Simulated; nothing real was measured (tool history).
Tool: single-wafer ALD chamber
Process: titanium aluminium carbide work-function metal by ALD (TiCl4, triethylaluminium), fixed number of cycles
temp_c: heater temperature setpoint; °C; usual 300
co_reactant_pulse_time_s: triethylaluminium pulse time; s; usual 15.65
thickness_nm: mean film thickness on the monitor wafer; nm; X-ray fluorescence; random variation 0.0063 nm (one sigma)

run,hour,temp_c,co_reactant_pulse_time_s,wafers since the last listed run,hours since the last thermocouple change,hours since the last triethylaluminium bottle change,hours since the showerhead was replaced,hours since the gauge calibration,"read-back reference wafer on the same gauge, thickness_nm",thickness_nm
1,0,293,15.65,0,973.9,388.5,3691.1,55.2,1.76,1.787
2,10.9,293,15.65,119,984.8,399.4,3702,66.1,1.759,1.766
3,21.8,293,15.65,119,995.7,410.3,3712.9,77,1.759,1.769
4,38.3,291,12.55,180,1012.2,426.8,3729.4,93.5,1.76,1.678
5,55,291,12.55,183,1028.9,443.5,3746.1,110.2,1.76,1.683
6,63.9,300,15.65,97,1037.8,452.4,3755,119.1,1.761,1.818
7,81.3,300,15.65,190,1055.2,469.8,3772.4,136.5,1.759,1.815
8,90.3,300,15.65,98,1064.2,478.8,3781.4,145.5,1.76,1.808
9,98.7,300,11.94,92,1072.6,487.2,3789.8,153.9,1.76,1.724
10,111.1,300,11.94,136,1085,499.6,3802.2,166.3,1.759,1.716
11,121.6,300,11.94,115,1095.5,510.1,3812.7,176.8,1.76,1.718
12,129.5,306,20.73,86,1103.4,518,3820.6,184.7,1.76,1.904
13,141.4,300,15.65,130,1115.3,529.9,3832.5,196.6,1.76,1.812
14,157.9,290,18.79,180,1131.8,546.4,3849,213.1,1.76,1.778
# hour 170.8: thermocouple changed; heater temperature recalibrated
15,174.2,300,15.65,91,3.4,562.7,3865.3,229.4,1.76,1.811
# hour 183: gauge calibrated
# hour 193.9: triethylaluminium bottle replaced
16,194.4,287,13.25,133,23.6,0.5,3885.5,11.4,1.76,1.773
17,197,300,19.49,28,26.2,3.1,3888.1,14,1.76,1.898
18,205.5,287,21.29,93,34.7,11.6,3896.6,22.5,1.761,1.795
19,217.5,307,15.65,131,46.7,23.6,3908.6,34.5,1.76,1.918
# hour 228: showerhead replaced
20,228.5,291,18.91,32,57.7,34.6,0.5,45.5,1.76,1.821
21,279.5,294,19.68,559,108.7,85.6,51.5,96.5,1.759,1.835
22,297.5,300,15.65,197,126.7,103.6,69.5,114.5,1.76,1.865

4 ways to go on from here, each from the tool as it stands after run 22. What would each give?
A,297.9,311,15.65,4,127.1,104,69.9,114.9,?,?
B,297.9,314,13.29,4,127.1,104,69.9,114.9,?,?
C,297.9,310,11.71,4,127.1,104,69.9,114.9,?,?
D,297.9,307,19.55,4,127.1,104,69.9,114.9,?,?

run,"read-back reference wafer on the same gauge, thickness_nm",thickness_nm
A,1.76,1.938
B,1.76,1.929
C,1.76,1.866
D,1.76,1.93
Without the tool's hidden state the same runs would have given:
run,thickness_nm
A,1.96
B,1.969
C,1.923
D,1.938

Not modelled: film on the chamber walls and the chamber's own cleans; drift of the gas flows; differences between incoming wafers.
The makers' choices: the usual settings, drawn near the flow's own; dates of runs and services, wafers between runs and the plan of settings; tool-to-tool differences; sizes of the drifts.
